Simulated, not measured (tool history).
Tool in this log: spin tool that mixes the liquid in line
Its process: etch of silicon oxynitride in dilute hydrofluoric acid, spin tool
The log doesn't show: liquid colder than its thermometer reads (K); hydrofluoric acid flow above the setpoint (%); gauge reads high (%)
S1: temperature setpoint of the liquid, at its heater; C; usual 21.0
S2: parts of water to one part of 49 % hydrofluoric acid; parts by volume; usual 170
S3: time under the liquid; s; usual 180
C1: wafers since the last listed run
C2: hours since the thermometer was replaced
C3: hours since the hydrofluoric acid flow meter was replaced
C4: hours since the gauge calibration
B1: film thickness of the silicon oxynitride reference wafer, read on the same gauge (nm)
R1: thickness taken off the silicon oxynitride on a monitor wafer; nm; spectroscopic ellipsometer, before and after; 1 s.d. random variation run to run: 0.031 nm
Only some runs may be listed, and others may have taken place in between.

run,day,S1,S2,S3,C1,C2,C3,C4,B1,R1
1,0.000,21.0,170,180,0,2224.9,455.0,241.5,120.012,2.413
2,0.633,21.0,170,180,102,2240.1,470.2,256.7,119.993,2.380
3,1.283,23.0,170,155,105,2255.7,485.8,272.3,119.981,2.310
4,2.262,23.0,170,155,158,2279.2,509.3,295.8,120.033,2.294
5,2.642,23.0,170,155,61,2288.3,518.4,304.9,119.995,2.220
6,4.638,21.0,170,180,323,2336.2,566.3,352.8,120.009,2.378
7,5.175,21.0,170,180,87,2349.1,579.2,365.7,119.940,2.423
8,5.600,21.0,170,180,68,2359.3,589.4,375.9,120.033,2.425
9,7.146,21.0,170,180,250,2396.4,626.5,413.0,120.001,2.454
10,9.383,21.0,170,180,363,2450.1,680.2,466.7,120.045,2.459
11,9.762,21.0,170,180,61,2459.2,689.3,475.8,120.010,2.482
12,10.304,20.0,170,180,87,2472.2,702.3,488.8,119.975,2.438
# day 10.521: gauge calibrated
13,10.696,20.0,170,180,63,2481.6,711.7,4.2,119.958,2.354
14,11.396,21.0,170,180,113,2498.4,728.5,21.0,119.990,2.447
15,12.108,21.0,170,220,115,2515.5,745.6,38.1,120.022,2.940
16,12.588,18.0,115,230,77,2527.0,757.1,49.6,119.982,4.236
17,13.042,19.5,170,180,73,2537.9,768.0,60.5,119.975,2.341
18,13.492,19.5,230,240,73,2548.7,778.8,71.3,119.981,2.259
# day 13.729: thermometer replaced
19,13.892,21.0,170,180,58,3.9,788.4,80.9,120.001,2.553
20,14.596,21.0,170,105,114,20.8,805.3,97.8,119.976,1.496
# day 15.212: hydrofluoric acid flow meter replaced
21,16.425,21.0,170,180,289,64.7,29.1,141.7,119.984,2.270
22,16.875,21.0,170,280,73,75.5,39.9,152.5,120.012,3.499
23,17.258,21.0,170,240,62,84.7,49.1,161.7,120.001,3.049
24,17.712,21.0,90,220,73,95.6,60.0,172.6,120.025,5.378
25,18.321,21.0,170,180,98,110.2,74.6,187.2,119.975,2.251
26,19.000,25.0,135,130,110,126.5,90.9,203.5,120.004,2.584
27,19.429,21.0,125,180,69,136.8,101.2,213.8,120.038,3.098

Below are 4 alternative next runs, each starting from the tool's condition after run 27. Predict each:
A,19.450,21.0,170,180,3,137.3,101.7,214.3,?,?
B,19.450,18.0,195,210,3,137.3,101.7,214.3,?,?
C,19.450,21.0,170,90,3,137.3,101.7,214.3,?,?
D,19.450,24.0,170,275,3,137.3,101.7,214.3,?,?

run,B1,R1
A,119.952,2.276
B,119.952,1.977
C,119.952,1.138
D,119.952,3.993
Without the tool's unlogged condition, the same runs would have read:
run,R1
A,2.217
B,1.926
C,1.109
D,3.889

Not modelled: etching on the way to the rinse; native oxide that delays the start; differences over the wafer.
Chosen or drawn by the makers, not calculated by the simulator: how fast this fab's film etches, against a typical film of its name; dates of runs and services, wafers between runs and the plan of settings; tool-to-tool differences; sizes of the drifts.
